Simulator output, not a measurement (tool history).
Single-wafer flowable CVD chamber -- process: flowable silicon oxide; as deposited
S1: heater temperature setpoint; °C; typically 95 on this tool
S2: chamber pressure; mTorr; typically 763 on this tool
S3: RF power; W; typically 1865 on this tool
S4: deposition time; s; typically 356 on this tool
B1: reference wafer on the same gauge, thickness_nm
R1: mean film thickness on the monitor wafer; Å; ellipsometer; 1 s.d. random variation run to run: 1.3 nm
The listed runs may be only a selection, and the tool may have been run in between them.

{"run": 1, "hour": 0.0, "S1": 95, "S2": 763, "S3": 1865, "S4": 356, "B1": 194.67, "R1": 2223.27}
{"run": 2, "hour": 28.6, "S1": 95, "S2": 763, "S3": 1865, "S4": 356, "B1": 194.901, "R1": 2203.44}
{"run": 3, "hour": 98.3, "S1": 95, "S2": 763, "S3": 1955, "S4": 356, "B1": 195.237, "R1": 2277.18}
{"hour": 106.4, "done": "capacitance manometer re-zeroed and calibrated"}
{"run": 4, "hour": 138.6, "S1": 95, "S2": 763, "S3": 1955, "S4": 356, "B1": 195.145, "R1": 2271.69}
{"hour": 181.4, "done": "showerhead replaced"}
{"run": 5, "hour": 187.5, "S1": 95, "S2": 763, "S3": 1955, "S4": 356, "B1": 194.968, "R1": 2275.23}
{"run": 6, "hour": 214.7, "S1": 95, "S2": 763, "S3": 1865, "S4": 356, "B1": 194.713, "R1": 2249.65}
{"run": 7, "hour": 260.1, "S1": 101, "S2": 763, "S3": 1530, "S4": 356, "B1": 194.911, "R1": 1696.04}
{"run": 8, "hour": 315.1, "S1": 83, "S2": 686, "S3": 2085, "S4": 338, "B1": 195.248, "R1": 3042.85}
{"run": 9, "hour": 358.3, "S1": 95, "S2": 763, "S3": 1865, "S4": 356, "B1": 195.21, "R1": 2264.43}
{"run": 10, "hour": 387.0, "S1": 95, "S2": 588, "S3": 1865, "S4": 332, "B1": 195.027, "R1": 1641.81}
{"run": 11, "hour": 418.5, "S1": 95, "S2": 763, "S3": 1865, "S4": 356, "B1": 195.08, "R1": 2264.26}
{"hour": 429.8, "done": "capacitance manometer re-zeroed and calibrated, repeated, since the last time left the tool worse"}
{"run": 12, "hour": 473.7, "S1": 95, "S2": 763, "S3": 1865, "S4": 356, "B1": 194.841, "R1": 2199.2}
{"run": 13, "hour": 541.1, "S1": 80, "S2": 763, "S3": 1865, "S4": 425, "B1": 194.983, "R1": 4441.68}
{"hour": 611.3, "done": "thermocouple changed; heater temperature recalibrated"}
{"run": 14, "hour": 611.8, "S1": 100, "S2": 609, "S3": 2085, "S4": 356, "B1": 194.906, "R1": 1491.17}
{"run": 15, "hour": 641.0, "S1": 95, "S2": 763, "S3": 1865, "S4": 356, "B1": 195.033, "R1": 2168.76}
{"run": 16, "hour": 691.4, "S1": 83, "S2": 763, "S3": 1590, "S4": 311, "B1": 194.792, "R1": 2804.62}
{"run": 17, "hour": 735.4, "S1": 99, "S2": 763, "S3": 1865, "S4": 297, "B1": 195.075, "R1": 1589.75}
{"run": 18, "hour": 763.3, "S1": 87, "S2": 925, "S3": 2020, "S4": 309, "B1": 195.093, "R1": 3121.93}
{"run": 19, "hour": 825.2, "S1": 81, "S2": 893, "S3": 2175, "S4": 356, "B1": 195.151, "R1": 4372.02}
{"run": 20, "hour": 863.3, "S1": 95, "S2": 763, "S3": 1865, "S4": 356, "B1": 194.889, "R1": 2183.91}
{"run": 21, "hour": 907.1, "S1": 90, "S2": 860, "S3": 1865, "S4": 356, "B1": 195.134, "R1": 3018.98}
{"run": 22, "hour": 932.6, "S1": 95, "S2": 763, "S3": 1865, "S4": 287, "B1": 194.834, "R1": 1785.27}
{"run": 23, "hour": 994.4, "S1": 95, "S2": 763, "S3": 1865, "S4": 356, "B1": 194.886, "R1": 2216.03}
{"hour": 1022.0, "done": "gauge calibrated"}
{"run": 24, "hour": 1049.0, "S1": 95, "S2": 763, "S3": 1865, "S4": 356, "B1": 194.983, "R1": 2175.2}
{"run": 25, "hour": 1077.0, "S1": 82, "S2": 907, "S3": 1600, "S4": 324, "B1": 194.978, "R1": 3612.19}
{"run": 26, "hour": 1142.3, "S1": 95, "S2": 836, "S3": 1865, "S4": 356, "B1": 194.945, "R1": 2418.13}
{"run": 27, "hour": 1319.5, "S1": 95, "S2": 763, "S3": 1865, "S4": 356, "B1": 194.719, "R1": 2224.47}

Each row is a separate what-if for the run after 27, all from the same tool condition, not one after another. Results?
{"run": "A", "hour": 1320.0, "S1": 95, "S2": 763, "S3": 1865, "S4": 336, "B1": "?", "R1": "?"}
{"run": "B", "hour": 1320.0, "S1": 95, "S2": 763, "S3": 1530, "S4": 318, "B1": "?", "R1": "?"}
{"run": "C", "hour": 1320.0, "S1": 88, "S2": 763, "S3": 1865, "S4": 356, "B1": "?", "R1": "?"}
{"run": "D", "hour": 1320.0, "S1": 99, "S2": 639, "S3": 1595, "S4": 317, "B1": "?", "R1": "?"}
{"run": "E", "hour": 1320.0, "S1": 89, "S2": 862, "S3": 2025, "S4": 413, "B1": "?", "R1": "?"}

run=A B1=194.972 R1=2100.24
run=B B1=194.972 R1=1875.67
run=C B1=194.972 R1=2873.00
run=D B1=194.972 R1=1368.25
run=E B1=194.972 R1=3708.09
The same runs, with their run-to-run variation unchanged, on a tool lacking any hidden condition would have given:
run=A R1=2065.74
run=B R1=1844.86
run=C R1=2825.81
run=D R1=1345.01
run=E R1=3648.94

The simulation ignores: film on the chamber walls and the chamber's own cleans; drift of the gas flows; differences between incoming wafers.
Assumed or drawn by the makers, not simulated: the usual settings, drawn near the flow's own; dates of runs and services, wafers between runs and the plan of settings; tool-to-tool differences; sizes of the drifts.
